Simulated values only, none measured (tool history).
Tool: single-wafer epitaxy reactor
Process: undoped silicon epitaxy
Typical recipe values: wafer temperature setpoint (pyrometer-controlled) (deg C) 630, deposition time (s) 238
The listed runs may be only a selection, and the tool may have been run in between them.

| run | hour | wafer temperature setpoint (pyrometer-controlled) (deg C) | deposition time (s) | wafers since the last listed run | hours since the last pyrometer calibration | hours since the gauge calibration | read-back reference wafer on the same gauge, thickness_nm | mean film thickness on the monitor wafer (Å) |
|---|---|---|---|---|---|---|---|---|
| 1 | 0.0 | 623 | 238 | 0 | 447.3 | 1338.7 | 24.622 | 213.83 |
| 2 | 102.5 | 623 | 238 | 839 | 549.8 | 1441.2 | 24.666 | 213.16 |
| 3 | 209.9 | 630 | 238 | 879 | 657.2 | 1548.6 | 24.668 | 255.09 |
| 4 | 254.3 | 630 | 238 | 363 | 701.6 | 1593.0 | 24.654 | 256.98 |
| 5 | 328.1 | 621 | 238 | 604 | 775.4 | 1666.8 | 24.598 | 200.99 |
| 6 | 639.0 | 621 | 238 | 2545 | 1086.3 | 1977.7 | 24.478 | 202.43 |
| 7 | 732.8 | 630 | 238 | 767 | 1180.1 | 2071.5 | 24.497 | 254.10 |
| 8 | 827.7 | 630 | 238 | 776 | 1275.0 | 2166.4 | 24.481 | 253.71 |
| 9 | 865.1 | 630 | 238 | 306 | 1312.4 | 2203.8 | 24.456 | 253.43 |
| 10 | 920.6 | 630 | 272 | 454 | 1367.9 | 2259.3 | 24.452 | 291.75 |
| 11 | 960.1 | 630 | 272 | 323 | 1407.4 | 2298.8 | 24.470 | 290.20 |
| 12 | 1046.9 | 630 | 272 | 710 | 1494.2 | 2385.6 | 24.449 | 292.24 |
| 13 | 1142.5 | 630 | 238 | 782 | 1589.8 | 2481.2 | 24.442 | 254.92 |
| 14 | 1222.7 | 630 | 238 | 656 | 1670.0 | 2561.4 | 24.387 | 254.18 |
| 15 | 1274.2 | 622 | 261 | 421 | 1721.5 | 2612.9 | 24.371 | 224.97 |
| 16 | 1359.1 | 622 | 261 | 695 | 1806.4 | 2697.8 | 24.329 | 224.99 |
| 17 | 1420.6 | 622 | 261 | 503 | 1867.9 | 2759.3 | 24.294 | 223.69 |
| 18 | 1523.7 | 624 | 254 | 844 | 1971.0 | 2862.4 | 24.253 | 228.14 |
| 19 | 1603.8 | 639 | 265 | 655 | 2051.1 | 2942.5 | 24.232 | 354.36 |
|  | 1624.3 | gauge calibrated |
|  | 1642.3 | pyrometer calibrated |
| 20 | 1642.8 | 630 | 238 | 253 | 0.5 | 18.5 | 24.848 | 258.69 |
| 21 | 1749.7 | 616 | 285 | 875 | 107.4 | 125.4 | 24.959 | 211.84 |
| 22 | 2009.8 | 635 | 258 | 2129 | 367.5 | 385.5 | 24.841 | 320.52 |
| 23 | 2055.8 | 645 | 194 | 376 | 413.5 | 431.5 | 24.874 | 306.91 |
| 24 | 2285.2 | 624 | 250 | 1878 | 642.9 | 660.9 | 24.907 | 230.48 |
| 25 | 2333.4 | 644 | 269 | 394 | 691.1 | 709.1 | 24.835 | 418.97 |
| 26 | 2377.3 | 625 | 199 | 359 | 735.0 | 753.0 | 24.837 | 189.54 |
| 27 | 2442.8 | 640 | 251 | 536 | 800.5 | 818.5 | 24.865 | 351.45 |
| 28 | 2513.5 | 630 | 272 | 578 | 871.2 | 889.2 | 24.924 | 295.15 |
| 29 | 2565.1 | 620 | 238 | 422 | 922.8 | 940.8 | 24.833 | 196.90 |
| 30 | 2845.9 | 640 | 256 | 2299 | 1203.6 | 1221.6 | 24.763 | 355.13 |
| 31 | 2920.5 | 624 | 238 | 610 | 1278.2 | 1296.2 | 24.752 | 220.32 |
| 32 | 2969.7 | 616 | 285 | 402 | 1327.4 | 1345.4 | 24.778 | 212.13 |
| 33 | 3068.4 | 644 | 263 | 808 | 1426.1 | 1444.1 | 24.743 | 406.57 |
| 34 | 3108.6 | 623 | 280 | 329 | 1466.3 | 1484.3 | 24.760 | 251.13 |

Selected run-to-run steps in mean film thickness on the monitor wafer (Å), each split into two signed amounts: the part the tool would show with no hidden state at all (from settings, incoming material and random variation), and the remainder, which goes to the hidden state together with any gauge scatter not common to the measured and the hidden-state-free results:
What the log doesn't record here: wafer temperature above the value expected at the setpoint (K); gauge reads high (%).
Run 18 -> 19: wafer temperature setpoint (pyrometer-controlled) (deg C) 624 -> 639, deposition time (s) 254 -> 265. mean film thickness on the monitor wafer (Å) +126.22: hidden state -3.74, all else +129.96.
Run 19 -> 20: wafer temperature setpoint (pyrometer-controlled) (deg C) 639 -> 630, deposition time (s) 265 -> 238, gauge calibrated, pyrometer calibrated. mean film thickness on the monitor wafer (Å) -95.67: hidden state +9.65, all else -105.32.
Run 24 -> 25: wafer temperature setpoint (pyrometer-controlled) (deg C) 624 -> 644, deposition time (s) 250 -> 269. mean film thickness on the monitor wafer (Å) +188.49: hidden state -0.32, all else +188.81.
Run 25 -> 26: wafer temperature setpoint (pyrometer-controlled) (deg C) 644 -> 625, deposition time (s) 269 -> 199. mean film thickness on the monitor wafer (Å) -229.43: hidden state +0.31, all else -229.74.
Run 32 -> 33: wafer temperature setpoint (pyrometer-controlled) (deg C) 616 -> 644, deposition time (s) 285 -> 263. mean film thickness on the monitor wafer (Å) +194.44: hidden state -1.24, all else +195.68.

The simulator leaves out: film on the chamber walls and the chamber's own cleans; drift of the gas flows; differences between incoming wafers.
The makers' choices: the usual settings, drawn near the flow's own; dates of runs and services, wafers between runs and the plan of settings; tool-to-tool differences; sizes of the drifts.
